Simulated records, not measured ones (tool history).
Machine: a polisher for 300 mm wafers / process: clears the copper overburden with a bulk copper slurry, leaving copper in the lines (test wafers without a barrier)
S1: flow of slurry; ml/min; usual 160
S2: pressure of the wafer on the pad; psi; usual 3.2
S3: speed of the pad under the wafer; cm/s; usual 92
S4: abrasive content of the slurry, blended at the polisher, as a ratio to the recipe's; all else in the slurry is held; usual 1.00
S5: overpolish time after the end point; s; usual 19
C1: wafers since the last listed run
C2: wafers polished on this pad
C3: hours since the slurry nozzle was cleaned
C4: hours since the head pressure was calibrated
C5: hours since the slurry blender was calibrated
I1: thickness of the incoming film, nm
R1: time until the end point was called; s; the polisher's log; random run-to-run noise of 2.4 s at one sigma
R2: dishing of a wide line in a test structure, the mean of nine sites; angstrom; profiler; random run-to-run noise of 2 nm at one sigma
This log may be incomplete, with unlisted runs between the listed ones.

| run | day | S1 | S2 | S3 | S4 | S5 | C1 | C2 | C3 | C4 | C5 | I1 | R1 | R2 |
|---|---|---|---|---|---|---|---|---|---|---|---|---|---|---|
| 1 | 0.000 | 160 | 3.2 | 92 | 1.15 | 19 | 0 | 187 | 273.5 | 754.4 | 123.5 | 1111.9 | 142.6 | 846 |
| 2 | 0.279 | 160 | 3.2 | 92 | 1.15 | 19 | 35 | 223 | 280.2 | 761.1 | 130.2 | 1079.2 | 140.8 | 848 |
| 3 | 0.888 | 160 | 3.2 | 92 | 1.00 | 19 | 77 | 300 | 294.8 | 775.7 | 144.8 | 1112.2 | 148.8 | 806 |
| 4 | 1.204 | 160 | 3.2 | 92 | 1.00 | 19 | 40 | 341 | 302.4 | 783.3 | 152.4 | 1102.3 | 152.8 | 825 |
| 5 | 1.808 | 160 | 3.7 | 92 | 1.00 | 19 | 76 | 418 | 316.9 | 797.8 | 166.9 | 1096.7 | 136.5 | 875 |
| 6 | 2.238 | 160 | 3.2 | 92 | 0.75 | 19 | 54 | 472 | 327.2 | 808.1 | 177.2 | 1102.8 | 167.5 | 770 |
| 7 | 2.733 | 160 | 3.2 | 92 | 0.75 | 19 | 63 | 536 | 339.1 | 820.0 | 189.1 | 1094.4 | 166.1 | 783 |
| 8 | 3.342 | 160 | 3.2 | 92 | 0.85 | 19 | 77 | 613 | 353.7 | 834.6 | 203.7 | 1086.4 | 161.8 | 773 |
| 9 | 3.892 | 160 | 3.2 | 82 | 1.00 | 26 | 70 | 683 | 366.9 | 847.8 | 216.9 | 1104.8 | 189.0 | 885 |
|  | 4.108 | slurry blender recalibrated |
| 10 | 5.188 | 160 | 2.8 | 92 | 1.00 | 19 | 154 | 837 | 398.0 | 878.9 | 25.9 | 1075.4 | 168.2 | 727 |
|  | 5.583 | worn pad replaced by a new one |
|  | 5.754 | head pressure recalibrated |
| 11 | 5.775 | 200 | 3.2 | 78 | 1.00 | 19 | 42 | 13 | 412.1 | 0.5 | 40.0 | 1106.9 | 158.3 | 778 |
| 12 | 6.112 | 160 | 3.2 | 80 | 1.00 | 19 | 42 | 56 | 420.2 | 8.6 | 48.1 | 1083.3 | 153.2 | 783 |
| 13 | 6.388 | 160 | 3.2 | 92 | 1.00 | 19 | 35 | 91 | 426.8 | 15.2 | 54.7 | 1086.3 | 138.2 | 874 |
|  | 6.600 | slurry nozzle cleaned |
| 14 | 7.021 | 160 | 2.3 | 110 | 1.00 | 9 | 75 | 166 | 10.1 | 30.4 | 69.9 | 1074.6 | 153.8 | 402 |
| 15 | 8.492 | 140 | 3.2 | 60 | 0.90 | 19 | 187 | 354 | 45.4 | 65.7 | 105.2 | 1106.2 | 234.1 | 564 |
| 16 | 9.208 | 160 | 3.2 | 92 | 1.15 | 11 | 91 | 445 | 62.6 | 82.9 | 122.4 | 1101.6 | 143.5 | 549 |

3 ways to go on from here, each from the tool as it stands after run 16. What would each give?
| A | 9.229 | 160 | 3.2 | 92 | 1.00 | 9 | 2 | 448 | 63.1 | 83.4 | 122.9 | 1102.0 | ? | ? |
| B | 9.229 | 160 | 2.9 | 92 | 1.25 | 26 | 2 | 448 | 63.1 | 83.4 | 122.9 | 1102.0 | ? | ? |
| C | 9.229 | 180 | 3.2 | 92 | 1.00 | 19 | 2 | 448 | 63.1 | 83.4 | 122.9 | 1102.0 | ? | ? |

| run | R1 | R2 |
|---|---|---|
| A | 151.4 | 430 |
| B | 158.8 | 948 |
| C | 149.2 | 802 |
Without the tool's hidden state the same runs would have given:
| run | R1 | R2 |
|---|---|---|
| A | 132.4 | 483 |
| B | 138.6 | 1036 |
| C | 130.4 | 885 |
